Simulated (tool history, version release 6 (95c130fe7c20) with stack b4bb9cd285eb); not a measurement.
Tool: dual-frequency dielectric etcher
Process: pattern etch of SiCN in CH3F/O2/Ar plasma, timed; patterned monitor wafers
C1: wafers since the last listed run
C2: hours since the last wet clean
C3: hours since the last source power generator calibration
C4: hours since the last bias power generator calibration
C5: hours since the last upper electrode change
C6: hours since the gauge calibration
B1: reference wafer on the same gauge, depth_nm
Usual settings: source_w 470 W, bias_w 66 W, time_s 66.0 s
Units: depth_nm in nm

Run 1, day 0.000: usual settings; C1 0; C2 72.5; C3 2605.1; C4 3620.7; C5 1326.0; C6 286.5; B1 21.90. Result: depth_nm 25.33 nm.
Run 2, day 2.679: usual settings; C1 553; C2 136.8; C3 2669.4; C4 3685.0; C5 1390.3; C6 350.8; B1 21.90. Result: depth_nm 25.30 nm.
Run 3, day 5.879: usual settings; C1 660; C2 213.6; C3 2746.2; C4 3761.8; C5 1467.1; C6 427.6; B1 21.90. Result: depth_nm 25.20 nm.
Run 4, day 9.225: usual settings but time_s 72.5 s; C1 690; C2 293.9; C3 2826.5; C4 3842.1; C5 1547.4; C6 507.9; B1 21.90. Result: depth_nm 27.72 nm.
At day 12.912: wet clean of the chamber.
Run 5, day 13.079: usual settings; C1 589; C2 4.0; C3 2919.0; C4 3934.6; C5 1639.9; C6 600.4; B1 21.90. Result: depth_nm 25.24 nm.
Run 6, day 16.788: usual settings; C1 765; C2 93.0; C3 3008.0; C4 4023.6; C5 1728.9; C6 689.4; B1 21.90. Result: depth_nm 25.25 nm.
At day 19.954: bias power generator calibrated.
Run 7, day 21.075: usual settings but bias_w 54 W, time_s 58.0 s; C1 851; C2 195.9; C3 3110.9; C4 26.9; C5 1831.8; C6 792.3; B1 21.91. Result: depth_nm 21.34 nm.
At day 26.150: upper electrode replaced.
Run 8, day 26.171: usual settings; C1 845; C2 318.2; C3 3233.2; C4 149.2; C5 0.5; C6 914.6; B1 21.90. Result: depth_nm 25.22 nm.
At day 27.229: source power generator calibrated.
At day 28.158: wet clean of the chamber.
Run 9, day 28.392: usual settings but bias_w 54 W, time_s 58.0 s; C1 232; C2 5.6; C3 27.9; C4 202.5; C5 53.8; C6 967.9; B1 21.90. Result: depth_nm 21.70 nm.
Run 10, day 31.317: usual settings but source_w 550 W, bias_w 58 W, time_s 77.0 s; C1 604; C2 75.8; C3 98.1; C4 272.7; C5 124.0; C6 1038.1; B1 21.90. Result: depth_nm 30.71 nm.
Run 11, day 35.238: usual settings but source_w 390 W, bias_w 60 W, time_s 47.0 s; C1 809; C2 169.9; C3 192.2; C4 366.8; C5 218.1; C6 1132.2; B1 21.90. Result: depth_nm 16.83 nm.
Run 12, day 38.283: usual settings but source_w 540 W, bias_w 55 W, time_s 50.0 s; C1 629; C2 243.0; C3 265.3; C4 439.9; C5 291.2; C6 1205.3; B1 21.90. Result: depth_nm 19.50 nm.
At day 38.408: gauge calibrated.
Run 13, day 42.342: usual settings but source_w 560 W, bias_w 73 W; C1 838; C2 340.4; C3 362.7; C4 537.3; C5 388.6; C6 94.4; B1 21.90. Result: depth_nm 27.60 nm.
At day 45.362: wet clean of the chamber.
Run 14, day 45.383: usual settings but bias_w 55 W, time_s 55.0 s; C1 421; C2 0.5; C3 435.7; C4 610.3; C5 461.6; C6 167.4; B1 21.90. Result: depth_nm 20.53 nm.
Run 15, day 48.442: usual settings but source_w 400 W; C1 631; C2 73.9; C3 509.1; C4 683.7; C5 535.0; C6 240.8; B1 21.90. Result: depth_nm 24.29 nm.
Run 16, day 50.225: usual settings but source_w 550 W; C1 368; C2 116.7; C3 551.9; C4 726.5; C5 577.8; C6 283.6; B1 21.90. Result: depth_nm 26.80 nm.

Forecast each of these 4 alternatives for the next run:
Run A, day 50.242: usual settings; C1 3; C2 117.1; C3 552.3; C4 726.9; C5 578.2; C6 284.0; B1 ?. Result: depth_nm ?.
Run B, day 50.242: usual settings but source_w 430 W, bias_w 81 W, time_s 74.0 s; C1 3; C2 117.1; C3 552.3; C4 726.9; C5 578.2; C6 284.0; B1 ?. Result: depth_nm ?.
Run C, day 50.242: usual settings but bias_w 78 W, time_s 61.0 s; C1 3; C2 117.1; C3 552.3; C4 726.9; C5 578.2; C6 284.0; B1 ?. Result: depth_nm ?.
Run D, day 50.242: usual settings but time_s 74.0 s; C1 3; C2 117.1; C3 552.3; C4 726.9; C5 578.2; C6 284.0; B1 ?. Result: depth_nm ?.

run     B1  depth_nm
  A  21.90     25.40
  B  21.90     28.97
  C  21.90     24.35
  D  21.90     28.48
Without the tool's hidden state the same runs would have given:
run  depth_nm
  A     25.62
  B     29.22
  C     24.56
  D     28.72

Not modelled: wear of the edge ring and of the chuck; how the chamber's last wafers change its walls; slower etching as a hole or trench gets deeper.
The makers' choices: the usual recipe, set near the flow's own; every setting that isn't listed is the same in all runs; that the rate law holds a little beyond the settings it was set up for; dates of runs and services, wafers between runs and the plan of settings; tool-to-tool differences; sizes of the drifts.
